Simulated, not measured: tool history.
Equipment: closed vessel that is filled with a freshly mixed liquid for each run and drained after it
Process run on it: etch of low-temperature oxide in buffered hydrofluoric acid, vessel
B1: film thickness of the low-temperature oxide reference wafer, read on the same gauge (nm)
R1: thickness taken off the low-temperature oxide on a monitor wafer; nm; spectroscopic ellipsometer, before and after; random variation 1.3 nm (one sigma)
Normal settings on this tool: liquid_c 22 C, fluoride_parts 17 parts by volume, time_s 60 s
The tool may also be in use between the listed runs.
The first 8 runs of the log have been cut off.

-- hour=930.5 thermometer replaced
run 9 hour=970.1 | liquid_c=24 fluoride_parts=17 time_s=60 | B1=139.97 | R1=179.76
run 10 hour=1049.3 | liquid_c=24 fluoride_parts=17 time_s=60 | B1=140.02 | R1=180.57
run 11 hour=1130.3 | liquid_c=22 fluoride_parts=17 time_s=80 | B1=140.03 | R1=214.27
run 12 hour=1196.2 | liquid_c=22 fluoride_parts=17 time_s=80 | B1=140.03 | R1=214.73
run 13 hour=1264.2 | liquid_c=22 fluoride_parts=17 time_s=80 | B1=140.02 | R1=216.46
run 14 hour=1323.3 | liquid_c=22 fluoride_parts=17 time_s=60 | B1=140.03 | R1=160.24
run 15 hour=1419.4 | liquid_c=26 fluoride_parts=17 time_s=60 | B1=140.03 | R1=201.56
run 16 hour=1470.3 | liquid_c=26.5 fluoride_parts=13 time_s=30 | B1=139.96 | R1=134.3
run 17 hour=1533.4 | liquid_c=22 fluoride_parts=17 time_s=60 | B1=140.02 | R1=161.99
run 18 hour=1575.6 | liquid_c=22 fluoride_parts=17 time_s=60 | B1=139.98 | R1=159.91
run 19 hour=1659.8 | liquid_c=22 fluoride_parts=17 time_s=35 | B1=140.02 | R1=91.89
-- hour=1714.9 hydrofluoric acid flow meter replaced
run 20 hour=1742.8 | liquid_c=20 fluoride_parts=10 time_s=80 | B1=139.99 | R1=323.67
run 21 hour=1795 | liquid_c=22 fluoride_parts=11 time_s=50 | B1=139.96 | R1=206.38
run 22 hour=1844.2 | liquid_c=23.5 fluoride_parts=17 time_s=90 | B1=139.97 | R1=261.94
-- hour=1853.5 gauge calibrated
run 23 hour=1885.3 | liquid_c=20.5 fluoride_parts=15 time_s=60 | B1=140 | R1=165.67
run 24 hour=1959.3 | liquid_c=25.5 fluoride_parts=17 time_s=60 | B1=140.01 | R1=194.64
run 25 hour=2042.1 | liquid_c=18 fluoride_parts=17 time_s=60 | B1=139.98 | R1=127.87
run 26 hour=2123.8 | liquid_c=26 fluoride_parts=22.5 time_s=90 | B1=140.03 | R1=235.79
run 27 hour=2199.6 | liquid_c=22 fluoride_parts=11.5 time_s=45 | B1=139.97 | R1=177.86
run 28 hour=2277.6 | liquid_c=25.5 fluoride_parts=13 time_s=90 | B1=139.98 | R1=378.33
run 29 hour=2380.5 | liquid_c=25.5 fluoride_parts=17 time_s=45 | B1=140.03 | R1=146.01
run 30 hour=2458.4 | liquid_c=18.5 fluoride_parts=17 time_s=60 | B1=139.99 | R1=133.86
run 31 hour=2518.6 | liquid_c=22 fluoride_parts=17 time_s=60 | B1=139.95 | R1=160.04
run 32 hour=2568.1 | liquid_c=22 fluoride_parts=17 time_s=60 | B1=140 | R1=157.96
run 33 hour=2647.2 | liquid_c=18.5 fluoride_parts=17 time_s=60 | B1=139.96 | R1=132.57

Here are 3 independent what-if runs from the current tool condition. What would each one return?
run A hour=2647.9 | liquid_c=22 fluoride_parts=17 time_s=60 | B1=? | R1=?
run B hour=2647.9 | liquid_c=22 fluoride_parts=17 time_s=85 | B1=? | R1=?
run C hour=2647.9 | liquid_c=26 fluoride_parts=20 time_s=60 | B1=? | R1=?

run=A B1=140.02 R1=162.93
run=B B1=140.02 R1=230.81
run=C B1=140.02 R1=172.76
With the hidden condition removed and each run's random variation left untouched, the same runs would have given:
run=A R1=162.93
run=B R1=230.81
run=C R1=172.76

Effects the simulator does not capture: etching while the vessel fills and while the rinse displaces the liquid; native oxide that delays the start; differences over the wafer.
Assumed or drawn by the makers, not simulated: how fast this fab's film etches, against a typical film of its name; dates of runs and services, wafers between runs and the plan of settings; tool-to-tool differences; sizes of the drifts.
